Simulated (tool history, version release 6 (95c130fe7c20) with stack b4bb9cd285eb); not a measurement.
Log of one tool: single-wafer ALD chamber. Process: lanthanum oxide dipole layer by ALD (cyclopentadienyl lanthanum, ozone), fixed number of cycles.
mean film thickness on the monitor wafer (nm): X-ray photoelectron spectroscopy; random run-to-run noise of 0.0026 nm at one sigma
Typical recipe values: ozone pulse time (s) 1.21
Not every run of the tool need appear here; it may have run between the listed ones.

run	day	ozone pulse time (s)	read-back reference wafer on the same gauge, thickness_nm	mean film thickness on the monitor wafer (nm)
1	0.000	1.21	0.515	0.504
2	1.662	1.21	0.515	0.504
3	3.492	1.21	0.514	0.503
4	4.767	1.21	0.514	0.501
5	11.929	1.21	0.510	0.503
6	14.800	1.21	0.509	0.495
7	17.792	1.21	0.508	0.491
# day 18.192: showerhead replaced
# day 19.400: ozone generator serviced
8	19.525	1.21	0.507	0.499
# day 24.058: thermocouple changed; heater temperature recalibrated
9	24.250	1.21	0.505	0.490
10	31.808	1.21	0.502	0.487
11	33.804	1.38	0.501	0.507
# day 34.683: gauge calibrated
12	35.321	0.81	0.524	0.415
13	37.692	1.69	0.522	0.546
14	38.954	0.86	0.521	0.428
15	41.225	1.21	0.521	0.508
16	44.125	0.92	0.520	0.450
17	46.033	1.65	0.518	0.539
18	47.588	0.98	0.518	0.462
19	48.775	1.21	0.518	0.504
20	50.942	1.21	0.517	0.504
21	53.179	0.84	0.516	0.417

What if the next run were any one of these 4? Each begins from the tool's condition after run 21:
A	53.196	1.42	?	?
B	53.196	1.02	?	?
C	53.196	1.04	?	?
D	53.196	1.52	?	?

run	read-back reference wafer on the same gauge, thickness_nm	mean film thickness on the monitor wafer (nm)
A	0.516	0.525
B	0.516	0.471
C	0.516	0.475
D	0.516	0.531
With the hidden condition removed and each run's random variation left untouched, the same runs would have given:
run	mean film thickness on the monitor wafer (nm)
A	0.534
B	0.479
C	0.483
D	0.540

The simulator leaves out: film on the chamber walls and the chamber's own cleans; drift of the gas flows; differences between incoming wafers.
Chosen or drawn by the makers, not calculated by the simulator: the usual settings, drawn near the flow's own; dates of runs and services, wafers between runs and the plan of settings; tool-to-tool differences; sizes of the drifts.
